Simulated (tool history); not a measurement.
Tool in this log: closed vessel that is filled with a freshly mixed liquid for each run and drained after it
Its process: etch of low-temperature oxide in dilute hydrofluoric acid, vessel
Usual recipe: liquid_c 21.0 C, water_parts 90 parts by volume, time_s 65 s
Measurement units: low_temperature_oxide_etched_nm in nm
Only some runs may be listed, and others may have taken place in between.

run,day,liquid_c,water_parts,time_s,wafers since the last listed run,hours since the thermometer was replaced,hours since the hydrofluoric acid flow meter was replaced,hours since the gauge calibration,"read-back film thickness of the low-temperature oxide reference wafer, read on the same gauge (nm)",low_temperature_oxide_etched_nm
1,0.000,21.0,110,65,0,1878.4,392.5,454.3,49.98,11.86
2,1.808,21.0,110,65,5864,1921.8,435.9,497.7,50.00,11.81
3,9.071,21.0,90,65,23551,2096.1,610.2,672.0,50.00,14.76
4,11.642,21.0,90,65,8336,2157.8,671.9,733.7,50.01,14.67
5,14.112,21.0,90,65,8012,2217.1,731.2,793.0,50.01,14.52
6,16.758,23.0,110,65,8580,2280.6,794.7,856.5,50.04,12.56
7,18.362,21.0,90,65,5202,2319.1,833.2,895.0,50.00,14.84
8,20.192,21.0,90,65,5931,2363.0,877.1,938.9,49.99,14.58
9,22.096,21.0,90,65,6175,2408.7,922.8,984.6,50.00,14.50
# day 23.517: thermometer replaced
10,27.333,21.0,90,65,16849,91.6,1048.5,1110.3,49.98,14.35
# day 28.029: hydrofluoric acid flow meter replaced
11,29.775,22.5,90,75,7782,150.2,41.9,1168.9,49.98,17.49
12,33.792,20.0,90,65,13025,246.6,138.3,1265.3,50.01,13.48
13,34.808,19.0,90,65,3296,271.0,162.7,1289.7,50.02,12.94
14,37.471,19.0,90,65,8634,334.9,226.6,1353.6,50.03,13.07
15,39.621,21.0,90,65,6972,386.5,278.2,1405.2,49.98,14.03
16,41.500,18.0,70,105,6093,431.6,323.3,1450.3,49.99,26.22
# day 42.325: hydrofluoric acid flow meter replaced, repeated, since the last time left the tool worse
17,43.712,23.0,50,65,7039,484.7,33.3,1503.4,50.00,30.84
18,45.642,17.0,50,100,6256,531.0,79.6,1549.7,49.99,37.07
19,48.171,21.0,90,65,8201,591.7,140.3,1610.4,50.01,15.13
20,49.767,17.0,120,65,5175,630.0,178.6,1648.7,50.02,9.30
21,52.696,21.0,90,65,9499,700.3,248.9,1719.0,49.99,14.80
# day 53.179: gauge calibrated
22,54.179,25.0,90,65,4810,735.9,284.5,24.0,50.00,17.78
23,56.642,25.0,105,55,7985,795.0,343.6,83.1,50.01,12.56
24,57.958,21.0,110,80,4269,826.6,375.2,114.7,50.00,14.75
25,60.392,21.0,90,65,7891,885.0,433.6,173.1,50.00,14.74
26,63.283,21.0,90,100,9377,954.4,503.0,242.5,50.01,22.73
27,65.838,21.0,130,95,8282,1015.7,564.3,303.8,50.00,14.29
28,67.358,25.0,90,80,4931,1052.2,600.8,340.3,50.01,21.31
29,70.354,21.0,55,35,9715,1124.1,672.7,412.2,49.99,13.60
30,71.488,21.0,60,65,3675,1151.3,699.9,439.4,49.98,22.59

Forecast each of these 4 alternatives for the next run:
A,71.517,21.0,90,65,94,1152.0,700.6,440.1,?,?
B,71.517,23.5,120,40,94,1152.0,700.6,440.1,?,?
C,71.517,17.0,75,65,94,1152.0,700.6,440.1,?,?
D,71.517,17.0,80,40,94,1152.0,700.6,440.1,?,?

run,"read-back film thickness of the low-temperature oxide reference wafer, read on the same gauge (nm)",low_temperature_oxide_etched_nm
A,49.98,14.57
B,49.98,7.17
C,49.98,15.04
D,49.98,8.63
The same runs, with their run-to-run variation unchanged, on a tool lacking any hidden condition would have given:
run,low_temperature_oxide_etched_nm
A,14.95
B,7.36
C,15.43
D,8.85

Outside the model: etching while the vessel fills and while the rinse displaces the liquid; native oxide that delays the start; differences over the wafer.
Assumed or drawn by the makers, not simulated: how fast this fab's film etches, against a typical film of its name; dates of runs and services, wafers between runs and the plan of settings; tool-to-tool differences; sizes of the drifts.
